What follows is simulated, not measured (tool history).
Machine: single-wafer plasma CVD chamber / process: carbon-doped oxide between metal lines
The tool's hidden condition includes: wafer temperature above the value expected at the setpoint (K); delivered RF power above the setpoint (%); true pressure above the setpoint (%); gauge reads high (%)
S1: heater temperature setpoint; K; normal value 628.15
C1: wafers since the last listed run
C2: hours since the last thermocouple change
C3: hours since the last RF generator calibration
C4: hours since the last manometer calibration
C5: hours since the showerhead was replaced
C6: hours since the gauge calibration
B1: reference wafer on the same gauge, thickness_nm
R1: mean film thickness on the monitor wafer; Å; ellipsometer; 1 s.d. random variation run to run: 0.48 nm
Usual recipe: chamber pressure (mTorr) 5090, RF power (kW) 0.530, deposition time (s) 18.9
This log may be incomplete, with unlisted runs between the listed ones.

{"run": 1, "hour": 0.0, "S1": 628.15, "chamber pressure (mTorr)": 5090, "RF power (kW)": 0.53, "deposition time (s)": 18.9, "C1": 0, "C2": 805.9, "C3": 1280.2, "C4": 761.4, "C5": 5960.6, "C6": 862.9, "B1": 99.253, "R1": 928.63}
{"run": 2, "hour": 45.3, "S1": 628.15, "chamber pressure (mTorr)": 5090, "RF power (kW)": 0.53, "deposition time (s)": 18.9, "C1": 952, "C2": 851.2, "C3": 1325.5, "C4": 806.7, "C5": 6005.9, "C6": 908.2, "B1": 99.255, "R1": 919.77}
{"run": 3, "hour": 85.6, "S1": 628.15, "chamber pressure (mTorr)": 4300, "RF power (kW)": 0.53, "deposition time (s)": 18.9, "C1": 846, "C2": 891.5, "C3": 1365.8, "C4": 847.0, "C5": 6046.2, "C6": 948.5, "B1": 99.324, "R1": 903.03}
{"run": 4, "hour": 136.3, "S1": 628.15, "chamber pressure (mTorr)": 4300, "RF power (kW)": 0.53, "deposition time (s)": 18.9, "C1": 1065, "C2": 942.2, "C3": 1416.5, "C4": 897.7, "C5": 6096.9, "C6": 999.2, "B1": 99.337, "R1": 908.64}
{"run": 5, "hour": 161.2, "S1": 628.15, "chamber pressure (mTorr)": 4300, "RF power (kW)": 0.53, "deposition time (s)": 18.9, "C1": 523, "C2": 967.1, "C3": 1441.4, "C4": 922.6, "C5": 6121.8, "C6": 1024.1, "B1": 99.314, "R1": 908.44}
{"run": 6, "hour": 185.2, "S1": 628.15, "chamber pressure (mTorr)": 5090, "RF power (kW)": 0.53, "deposition time (s)": 18.9, "C1": 504, "C2": 991.1, "C3": 1465.4, "C4": 946.6, "C5": 6145.8, "C6": 1048.1, "B1": 99.32, "R1": 924.01}
{"run": 7, "hour": 212.5, "S1": 628.15, "chamber pressure (mTorr)": 5090, "RF power (kW)": 0.53, "deposition time (s)": 18.9, "C1": 573, "C2": 1018.4, "C3": 1492.7, "C4": 973.9, "C5": 6173.1, "C6": 1075.4, "B1": 99.41, "R1": 921.96}
{"hour": 247.3, "done": "RF generator calibrated"}
{"run": 8, "hour": 263.8, "S1": 628.15, "chamber pressure (mTorr)": 5090, "RF power (kW)": 0.53, "deposition time (s)": 18.9, "C1": 909, "C2": 1069.7, "C3": 16.5, "C4": 1025.2, "C5": 6224.4, "C6": 1126.7, "B1": 99.279, "R1": 984.59}
{"run": 9, "hour": 316.1, "S1": 628.15, "chamber pressure (mTorr)": 4540, "RF power (kW)": 0.53, "deposition time (s)": 18.9, "C1": 1099, "C2": 1122.0, "C3": 68.8, "C4": 1077.5, "C5": 6276.7, "C6": 1179.0, "B1": 99.214, "R1": 963.85}
{"hour": 325.0, "done": "showerhead replaced"}
{"run": 10, "hour": 385.2, "S1": 628.15, "chamber pressure (mTorr)": 5350, "RF power (kW)": 0.53, "deposition time (s)": 18.9, "C1": 1284, "C2": 1191.1, "C3": 137.9, "C4": 1146.6, "C5": 60.2, "C6": 1248.1, "B1": 99.229, "R1": 963.92}
{"run": 11, "hour": 419.3, "S1": 628.15, "chamber pressure (mTorr)": 5350, "RF power (kW)": 0.53, "deposition time (s)": 18.9, "C1": 716, "C2": 1225.2, "C3": 172.0, "C4": 1180.7, "C5": 94.3, "C6": 1282.2, "B1": 99.246, "R1": 966.38}
{"hour": 476.3, "done": "gauge calibrated"}
{"run": 12, "hour": 485.8, "S1": 633.15, "chamber pressure (mTorr)": 5090, "RF power (kW)": 0.495, "deposition time (s)": 18.9, "C1": 1397, "C2": 1291.7, "C3": 238.5, "C4": 1247.2, "C5": 160.8, "C6": 9.5, "B1": 99.408, "R1": 906.84}
{"run": 13, "hour": 520.3, "S1": 628.15, "chamber pressure (mTorr)": 5090, "RF power (kW)": 0.53, "deposition time (s)": 17.9, "C1": 725, "C2": 1326.2, "C3": 273.0, "C4": 1281.7, "C5": 195.3, "C6": 44.0, "B1": 99.271, "R1": 908.38}
{"run": 14, "hour": 563.3, "S1": 628.15, "chamber pressure (mTorr)": 5090, "RF power (kW)": 0.53, "deposition time (s)": 18.9, "C1": 903, "C2": 1369.2, "C3": 316.0, "C4": 1324.7, "C5": 238.3, "C6": 87.0, "B1": 99.265, "R1": 953.43}
{"run": 15, "hour": 626.9, "S1": 628.15, "chamber pressure (mTorr)": 5090, "RF power (kW)": 0.53, "deposition time (s)": 18.9, "C1": 1336, "C2": 1432.8, "C3": 379.6, "C4": 1388.3, "C5": 301.9, "C6": 150.6, "B1": 99.349, "R1": 944.63}
{"hour": 636.5, "done": "thermocouple changed; heater temperature recalibrated"}
{"run": 16, "hour": 651.9, "S1": 638.15, "chamber pressure (mTorr)": 3900, "RF power (kW)": 0.53, "deposition time (s)": 21.9, "C1": 357, "C2": 15.4, "C3": 404.6, "C4": 1413.3, "C5": 326.9, "C6": 175.6, "B1": 99.528, "R1": 1044.2}
{"run": 17, "hour": 706.7, "S1": 620.15, "chamber pressure (mTorr)": 6250, "RF power (kW)": 0.63, "deposition time (s)": 18.9, "C1": 1151, "C2": 70.2, "C3": 459.4, "C4": 1468.1, "C5": 381.7, "C6": 230.4, "B1": 99.369, "R1": 1113.95}
{"run": 18, "hour": 734.6, "S1": 628.15, "chamber pressure (mTorr)": 5090, "RF power (kW)": 0.53, "deposition time (s)": 18.9, "C1": 586, "C2": 98.1, "C3": 487.3, "C4": 1496.0, "C5": 409.6, "C6": 258.3, "B1": 99.36, "R1": 943.59}
{"run": 19, "hour": 796.9, "S1": 639.15, "chamber pressure (mTorr)": 4320, "RF power (kW)": 0.53, "deposition time (s)": 18.9, "C1": 1309, "C2": 160.4, "C3": 549.6, "C4": 1558.3, "C5": 471.9, "C6": 320.6, "B1": 99.224, "R1": 902.9}
{"run": 20, "hour": 861.0, "S1": 616.15, "chamber pressure (mTorr)": 5090, "RF power (kW)": 0.53, "deposition time (s)": 18.9, "C1": 1347, "C2": 224.5, "C3": 613.7, "C4": 1622.4, "C5": 536.0, "C6": 384.7, "B1": 99.4, "R1": 969.42}
{"hour": 978.1, "done": "capacitance manometer re-zeroed and calibrated"}
{"run": 21, "hour": 1026.6, "S1": 628.15, "chamber pressure (mTorr)": 5930, "RF power (kW)": 0.46, "deposition time (s)": 18.9, "C1": 3312, "C2": 390.1, "C3": 779.3, "C4": 48.5, "C5": 701.6, "C6": 550.3, "B1": 99.097, "R1": 854.81}
{"run": 22, "hour": 1088.0, "S1": 639.15, "chamber pressure (mTorr)": 4000, "RF power (kW)": 0.615, "deposition time (s)": 20.2, "C1": 1290, "C2": 451.5, "C3": 840.7, "C4": 109.9, "C5": 763.0, "C6": 611.7, "B1": 99.499, "R1": 1051.67}
{"run": 23, "hour": 1154.7, "S1": 617.15, "chamber pressure (mTorr)": 5090, "RF power (kW)": 0.53, "deposition time (s)": 21.5, "C1": 1401, "C2": 518.2, "C3": 907.4, "C4": 176.6, "C5": 829.7, "C6": 678.4, "B1": 99.435, "R1": 1090.9}
{"run": 24, "hour": 1220.3, "S1": 628.15, "chamber pressure (mTorr)": 4060, "RF power (kW)": 0.43, "deposition time (s)": 22.5, "C1": 1378, "C2": 583.8, "C3": 973.0, "C4": 242.2, "C5": 895.3, "C6": 744.0, "B1": 99.381, "R1": 917.23}
{"run": 25, "hour": 1267.3, "S1": 619.15, "chamber pressure (mTorr)": 5090, "RF power (kW)": 0.49, "deposition time (s)": 18.9, "C1": 987, "C2": 630.8, "C3": 1020.0, "C4": 289.2, "C5": 942.3, "C6": 791.0, "B1": 99.425, "R1": 902.9}
{"run": 26, "hour": 1303.1, "S1": 635.15, "chamber pressure (mTorr)": 6310, "RF power (kW)": 0.58, "deposition time (s)": 20.6, "C1": 752, "C2": 666.6, "C3": 1055.8, "C4": 325.0, "C5": 978.1, "C6": 826.8, "B1": 99.299, "R1": 1078.34}
{"run": 27, "hour": 1332.6, "S1": 615.15, "chamber pressure (mTorr)": 5090, "RF power (kW)": 0.49, "deposition time (s)": 18.9, "C1": 619, "C2": 696.1, "C3": 1085.3, "C4": 354.5, "C5": 1007.6, "C6": 856.3, "B1": 99.417, "R1": 909.17}
{"run": 28, "hour": 1376.9, "S1": 628.15, "chamber pressure (mTorr)": 3950, "RF power (kW)": 0.435, "deposition time (s)": 18.9, "C1": 930, "C2": 740.4, "C3": 1129.6, "C4": 398.8, "C5": 1051.9, "C6": 900.6, "B1": 99.498, "R1": 775.25}
{"run": 29, "hour": 1413.2, "S1": 617.15, "chamber pressure (mTorr)": 5090, "RF power (kW)": 0.53, "deposition time (s)": 15.9, "C1": 762, "C2": 776.7, "C3": 1165.9, "C4": 435.1, "C5": 1088.2, "C6": 936.9, "B1": 99.385, "R1": 806.42}

Difference, measured minus no-hidden-state, one row per run. Run-to-run variation is common to both terms; the gauge's own scatter need not be:
run=1 R1=-57.56
run=2 R1=-57.46
run=3 R1=-56.79
run=4 R1=-57.57
run=5 R1=-57.76
run=6 R1=-58.93
run=7 R1=-59.00
run=8 R1=-6.04
run=9 R1=-10.22
run=10 R1=-15.40
run=11 R1=-17.80
run=12 R1=-21.11
run=13 R1=-22.65
run=14 R1=-26.13
run=15 R1=-29.05
run=16 R1=-33.39
run=17 R1=-37.37
run=18 R1=-33.68
run=19 R1=-34.48
run=20 R1=-39.30
run=21 R1=-45.94
run=22 R1=-47.95
run=23 R1=-52.98
run=24 R1=-53.94
run=25 R1=-47.54
run=26 R1=-53.88
run=27 R1=-49.00
run=28 R1=-47.94
run=29 R1=-42.72
